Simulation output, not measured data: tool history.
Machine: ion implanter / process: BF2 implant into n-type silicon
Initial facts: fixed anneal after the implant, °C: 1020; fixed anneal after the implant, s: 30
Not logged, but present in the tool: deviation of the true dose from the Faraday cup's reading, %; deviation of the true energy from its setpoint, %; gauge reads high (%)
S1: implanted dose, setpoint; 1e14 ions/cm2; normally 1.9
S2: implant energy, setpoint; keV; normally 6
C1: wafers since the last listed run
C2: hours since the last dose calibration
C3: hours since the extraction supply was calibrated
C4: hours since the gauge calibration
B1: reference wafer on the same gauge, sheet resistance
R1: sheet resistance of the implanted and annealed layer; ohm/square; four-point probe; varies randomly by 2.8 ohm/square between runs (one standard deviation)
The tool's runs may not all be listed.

run,hour,S1,S2,C1,C2,C3,C4,B1,R1
1,0,1.73,6,0,919.8,4222.6,855.6,704.05,648.29
2,97.9,1.73,6,1614,1017.7,4320.5,953.5,703.22,648.45
3,136.8,2.2,6,641,1056.6,4359.4,992.4,703.92,531.69
4,174.2,2.2,6,616,1094,4396.8,1029.8,703.81,525.55
5,262.2,2.2,6,1451,1182,4484.8,1117.8,704.68,528.91
6,341.5,1.9,7.5,1307,1261.3,4564.1,1197.1,704.68,566.85
7,432.3,1.9,6,1497,1352.1,4654.9,1287.9,705.81,593.81
8,471.7,1.9,6,649,1391.5,4694.3,1327.3,706.25,592.69
9,554.5,1.9,6,1365,1474.3,4777.1,1410.1,704.44,595.75
10,622.5,1.9,6,1121,1542.3,4845.1,1478.1,703.93,590.7
11,913.8,1.9,5.5,4804,1833.6,5136.4,1769.4,705.44,605.24
12,1113.4,1.9,5.5,3291,2033.2,5336,1969,704.86,602.2
13,1180.2,1.9,6,1101,2100,5402.8,2035.8,704.34,590.16
# hour 1229: gauge calibrated
14,1288,1.9,6,1777,2207.8,5510.6,59,705.26,589.14
15,1385.8,1.9,6,1612,2305.6,5608.4,156.8,703.75,589.13
# hour 1451.6: Faraday cup replaced and dose calibrated
16,1457.9,2.1,6,1057,6.3,5680.5,228.9,705.4,569.69
17,1510,2.2,6,859,58.4,5732.6,281,705.04,542.84

Run 18 has not been measured yet. What should we expect?
18,1575.6,2.28,5.5,1081,124,5798.2,346.6,?,?

{"run 18": {"B1": 704.95, "R1": 538.25}}
Without the tool's hidden state the same run would have given R1 543.26 ohm/square.

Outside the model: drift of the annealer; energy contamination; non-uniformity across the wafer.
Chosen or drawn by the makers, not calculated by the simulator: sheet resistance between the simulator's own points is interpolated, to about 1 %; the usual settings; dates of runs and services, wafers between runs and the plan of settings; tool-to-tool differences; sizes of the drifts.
